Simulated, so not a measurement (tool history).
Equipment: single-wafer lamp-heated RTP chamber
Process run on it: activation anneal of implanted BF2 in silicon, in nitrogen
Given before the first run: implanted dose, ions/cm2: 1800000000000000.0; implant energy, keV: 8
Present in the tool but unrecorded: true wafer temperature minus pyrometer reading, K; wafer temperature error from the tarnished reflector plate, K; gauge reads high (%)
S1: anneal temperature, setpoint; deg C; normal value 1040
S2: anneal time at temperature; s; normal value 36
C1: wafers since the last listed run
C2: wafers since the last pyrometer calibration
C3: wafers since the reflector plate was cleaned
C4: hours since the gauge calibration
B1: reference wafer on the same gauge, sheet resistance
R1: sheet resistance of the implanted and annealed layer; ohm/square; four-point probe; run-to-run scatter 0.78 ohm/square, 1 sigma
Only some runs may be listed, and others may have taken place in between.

{"run": 1, "hour": 0.0, "S1": 1024, "S2": 36, "C1": 0, "C2": 1799, "C3": 3063, "C4": 501.9, "B1": 133.14, "R1": 171.51}
{"hour": 135.2, "done": "pyrometer window cleaned and pyrometer calibrated"}
{"run": 2, "hour": 151.9, "S1": 1024, "S2": 36, "C1": 2170, "C2": 252, "C3": 5233, "C4": 653.8, "B1": 132.61, "R1": 172.32}
{"run": 3, "hour": 214.7, "S1": 1024, "S2": 36, "C1": 947, "C2": 1199, "C3": 6180, "C4": 716.6, "B1": 132.66, "R1": 171.14}
{"run": 4, "hour": 252.3, "S1": 1040, "S2": 36, "C1": 567, "C2": 1766, "C3": 6747, "C4": 754.2, "B1": 133.13, "R1": 150.76}
{"run": 5, "hour": 316.1, "S1": 1040, "S2": 36, "C1": 962, "C2": 2728, "C3": 7709, "C4": 818, "B1": 133.17, "R1": 149.2}
{"run": 6, "hour": 353.1, "S1": 1040, "S2": 36, "C1": 558, "C2": 3286, "C3": 8267, "C4": 855, "B1": 132.81, "R1": 147.56}
{"run": 7, "hour": 423.5, "S1": 1040, "S2": 36, "C1": 1061, "C2": 4348, "C3": 9329, "C4": 925.4, "B1": 133.22, "R1": 145.5}
{"hour": 441.3, "done": "pyrometer window cleaned and pyrometer calibrated"}
{"run": 8, "hour": 474.7, "S1": 1040, "S2": 36, "C1": 651, "C2": 503, "C3": 9981, "C4": 976.6, "B1": 133.26, "R1": 141.48}
{"run": 9, "hour": 536.9, "S1": 1040, "S2": 36, "C1": 938, "C2": 1441, "C3": 10919, "C4": 1038.8, "B1": 132.76, "R1": 140.61}
{"hour": 592.0, "done": "gauge calibrated"}
{"run": 10, "hour": 619.2, "S1": 1040, "S2": 36, "C1": 1241, "C2": 2682, "C3": 12160, "C4": 27.2, "B1": 132.83, "R1": 138.49}
{"run": 11, "hour": 670.5, "S1": 1040, "S2": 36, "C1": 773, "C2": 3456, "C3": 12934, "C4": 78.5, "B1": 133.18, "R1": 137.69}
{"run": 12, "hour": 708.3, "S1": 1040, "S2": 36, "C1": 570, "C2": 4026, "C3": 13504, "C4": 116.3, "B1": 133.2, "R1": 136.74}
{"hour": 726.4, "done": "reflector plate cleaned"}
{"hour": 738.1, "done": "pyrometer window cleaned and pyrometer calibrated, repeated, since the last time left the tool worse"}
{"run": 13, "hour": 738.6, "S1": 1040, "S2": 36, "C1": 215, "C2": 7, "C3": 62, "C4": 146.6, "B1": 133.27, "R1": 152.01}
{"run": 14, "hour": 794.3, "S1": 1040, "S2": 36, "C1": 840, "C2": 847, "C3": 902, "C4": 202.3, "B1": 132.78, "R1": 152.34}
{"run": 15, "hour": 859.6, "S1": 1040, "S2": 36, "C1": 984, "C2": 1832, "C3": 1887, "C4": 267.6, "B1": 132.85, "R1": 151.45}
{"run": 16, "hour": 923.0, "S1": 1040, "S2": 26, "C1": 956, "C2": 2788, "C3": 2843, "C4": 331, "B1": 132.94, "R1": 162.57}
{"run": 17, "hour": 970.5, "S1": 1040, "S2": 36, "C1": 716, "C2": 3505, "C3": 3560, "C4": 378.5, "B1": 132.62, "R1": 149.74}
{"run": 18, "hour": 1011.3, "S1": 1040, "S2": 36, "C1": 615, "C2": 4120, "C3": 4175, "C4": 419.3, "B1": 133.07, "R1": 147.77}
{"hour": 1041.7, "done": "pyrometer window cleaned and pyrometer calibrated"}
{"run": 19, "hour": 1068.5, "S1": 1023, "S2": 57, "C1": 742, "C2": 404, "C3": 4917, "C4": 476.5, "B1": 132.96, "R1": 154.39}
{"run": 20, "hour": 1130.6, "S1": 1040, "S2": 43, "C1": 936, "C2": 1340, "C3": 5854, "C4": 538.6, "B1": 133.13, "R1": 144.65}
{"run": 21, "hour": 1200.4, "S1": 1025, "S2": 17, "C1": 1052, "C2": 2393, "C3": 6906, "C4": 608.4, "B1": 132.83, "R1": 210.51}
{"run": 22, "hour": 1226.9, "S1": 1065, "S2": 24, "C1": 399, "C2": 2793, "C3": 7306, "C4": 634.9, "B1": 132.84, "R1": 133.86}
{"run": 23, "hour": 1269.0, "S1": 1040, "S2": 36, "C1": 634, "C2": 3428, "C3": 7941, "C4": 677, "B1": 132.59, "R1": 148.08}
{"hour": 1315.6, "done": "pyrometer window cleaned and pyrometer calibrated"}
{"run": 24, "hour": 1327.8, "S1": 1040, "S2": 18, "C1": 766, "C2": 183, "C3": 8707, "C4": 735.8, "B1": 132.8, "R1": 182.72}
{"run": 25, "hour": 1409.1, "S1": 1062, "S2": 27, "C1": 1226, "C2": 1410, "C3": 9933, "C4": 817.1, "B1": 133.09, "R1": 134.3}
{"run": 26, "hour": 1452.0, "S1": 1040, "S2": 23, "C1": 647, "C2": 2057, "C3": 10580, "C4": 860, "B1": 133.02, "R1": 170.12}

Here are 4 independent what-if runs from the current tool condition. What would each one return?
{"run": "A", "hour": 1452.4, "S1": 1040, "S2": 36, "C1": 6, "C2": 2063, "C3": 10586, "C4": 860.4, "B1": "?", "R1": "?"}
{"run": "B", "hour": 1452.4, "S1": 1062, "S2": 51, "C1": 6, "C2": 2063, "C3": 10586, "C4": 860.4, "B1": "?", "R1": "?"}
{"run": "C", "hour": 1452.4, "S1": 1013, "S2": 44, "C1": 6, "C2": 2063, "C3": 10586, "C4": 860.4, "B1": "?", "R1": "?"}
{"run": "D", "hour": 1452.4, "S1": 1063, "S2": 24, "C1": 6, "C2": 2063, "C3": 10586, "C4": 860.4, "B1": "?", "R1": "?"}

run=A B1=133.47 R1=151.89
run=B B1=133.47 R1=114.46
run=C B1=133.47 R1=179.55
run=D B1=133.47 R1=138.32
The same runs, with their run-to-run variation unchanged, on a tool lacking any hidden condition would have given:
run=A R1=154.4
run=B R1=116.87
run=C R1=183.85
run=D R1=141.11
